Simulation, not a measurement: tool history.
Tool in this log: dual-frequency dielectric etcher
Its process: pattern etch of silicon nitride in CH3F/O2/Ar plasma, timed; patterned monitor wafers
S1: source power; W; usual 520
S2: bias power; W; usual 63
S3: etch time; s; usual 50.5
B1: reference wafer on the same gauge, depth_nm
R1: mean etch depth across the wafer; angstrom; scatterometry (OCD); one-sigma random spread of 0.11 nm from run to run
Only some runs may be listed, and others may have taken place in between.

{"run": 1, "hour": 0.0, "S1": 520, "S2": 63, "S3": 50.5, "B1": 38.82, "R1": 381.0}
{"run": 2, "hour": 14.9, "S1": 520, "S2": 63, "S3": 50.5, "B1": 38.81, "R1": 381.6}
{"run": 3, "hour": 45.6, "S1": 520, "S2": 63, "S3": 50.5, "B1": 38.8, "R1": 380.1}
{"run": 4, "hour": 71.5, "S1": 520, "S2": 63, "S3": 50.5, "B1": 38.76, "R1": 383.4}
{"run": 5, "hour": 104.0, "S1": 520, "S2": 63, "S3": 50.5, "B1": 38.75, "R1": 380.6}
{"run": 6, "hour": 129.2, "S1": 520, "S2": 68, "S3": 50.5, "B1": 38.85, "R1": 390.5}
{"run": 7, "hour": 158.8, "S1": 520, "S2": 68, "S3": 50.5, "B1": 38.82, "R1": 390.4}
{"run": 8, "hour": 178.7, "S1": 520, "S2": 55, "S3": 50.5, "B1": 38.79, "R1": 362.9}
{"run": 9, "hour": 208.8, "S1": 520, "S2": 55, "S3": 50.5, "B1": 38.8, "R1": 364.0}
{"run": 10, "hour": 227.2, "S1": 520, "S2": 56, "S3": 50.5, "B1": 38.77, "R1": 365.8}
{"run": 11, "hour": 254.2, "S1": 520, "S2": 56, "S3": 50.5, "B1": 38.8, "R1": 365.4}
{"hour": 263.8, "done": "gauge calibrated"}
{"run": 12, "hour": 282.3, "S1": 520, "S2": 56, "S3": 50.5, "B1": 38.86, "R1": 365.5}
{"hour": 323.5, "done": "wet clean of the chamber"}
{"run": 13, "hour": 324.0, "S1": 520, "S2": 63, "S3": 50.5, "B1": 38.78, "R1": 380.7}
{"hour": 332.2, "done": "source power generator calibrated"}
{"run": 14, "hour": 332.6, "S1": 420, "S2": 53, "S3": 59.5, "B1": 38.77, "R1": 398.6}
{"run": 15, "hour": 361.0, "S1": 520, "S2": 63, "S3": 50.5, "B1": 38.79, "R1": 379.4}
{"run": 16, "hour": 447.8, "S1": 570, "S2": 52, "S3": 55.5, "B1": 38.86, "R1": 402.6}
{"run": 17, "hour": 464.5, "S1": 520, "S2": 63, "S3": 50.5, "B1": 38.81, "R1": 381.4}
{"hour": 498.4, "done": "bias power generator calibrated"}
{"run": 18, "hour": 498.9, "S1": 520, "S2": 53, "S3": 38.5, "B1": 38.77, "R1": 272.3}
{"run": 19, "hour": 518.1, "S1": 420, "S2": 53, "S3": 46.0, "B1": 38.8, "R1": 306.3}
{"run": 20, "hour": 566.5, "S1": 520, "S2": 78, "S3": 46.5, "B1": 38.79, "R1": 377.7}
{"hour": 636.6, "done": "upper electrode replaced"}
{"run": 21, "hour": 643.1, "S1": 520, "S2": 79, "S3": 50.5, "B1": 38.77, "R1": 412.4}
{"run": 22, "hour": 712.8, "S1": 590, "S2": 75, "S3": 42.0, "B1": 38.81, "R1": 349.5}
{"hour": 723.6, "done": "gauge calibrated"}
{"run": 23, "hour": 738.4, "S1": 520, "S2": 55, "S3": 50.5, "B1": 38.8, "R1": 363.7}
{"run": 24, "hour": 767.2, "S1": 520, "S2": 63, "S3": 50.5, "B1": 38.76, "R1": 381.0}
{"run": 25, "hour": 803.1, "S1": 650, "S2": 63, "S3": 42.0, "B1": 38.8, "R1": 339.3}
{"run": 26, "hour": 822.6, "S1": 580, "S2": 52, "S3": 36.5, "B1": 38.85, "R1": 265.9}

Here are 5 independent what-if runs from the current tool condition. What would each one return?
{"run": "A", "hour": 823.0, "S1": 520, "S2": 63, "S3": 50.5, "B1": "?", "R1": "?"}
{"run": "B", "hour": 823.0, "S1": 450, "S2": 63, "S3": 46.5, "B1": "?", "R1": "?"}
{"run": "C", "hour": 823.0, "S1": 490, "S2": 78, "S3": 40.5, "B1": "?", "R1": "?"}
{"run": "D", "hour": 823.0, "S1": 600, "S2": 70, "S3": 50.5, "B1": "?", "R1": "?"}
{"run": "E", "hour": 823.0, "S1": 640, "S2": 52, "S3": 63.5, "B1": "?", "R1": "?"}

run=A B1=38.80 R1=381.9
run=B B1=38.80 R1=337.7
run=C B1=38.80 R1=325.2
run=D B1=38.80 R1=413.2
run=E B1=38.80 R1=478.3
With the hidden condition removed and each run's random variation left untouched, the same runs would have given:
run=A R1=381.9
run=B R1=337.7
run=C R1=325.2
run=D R1=413.2
run=E R1=478.3

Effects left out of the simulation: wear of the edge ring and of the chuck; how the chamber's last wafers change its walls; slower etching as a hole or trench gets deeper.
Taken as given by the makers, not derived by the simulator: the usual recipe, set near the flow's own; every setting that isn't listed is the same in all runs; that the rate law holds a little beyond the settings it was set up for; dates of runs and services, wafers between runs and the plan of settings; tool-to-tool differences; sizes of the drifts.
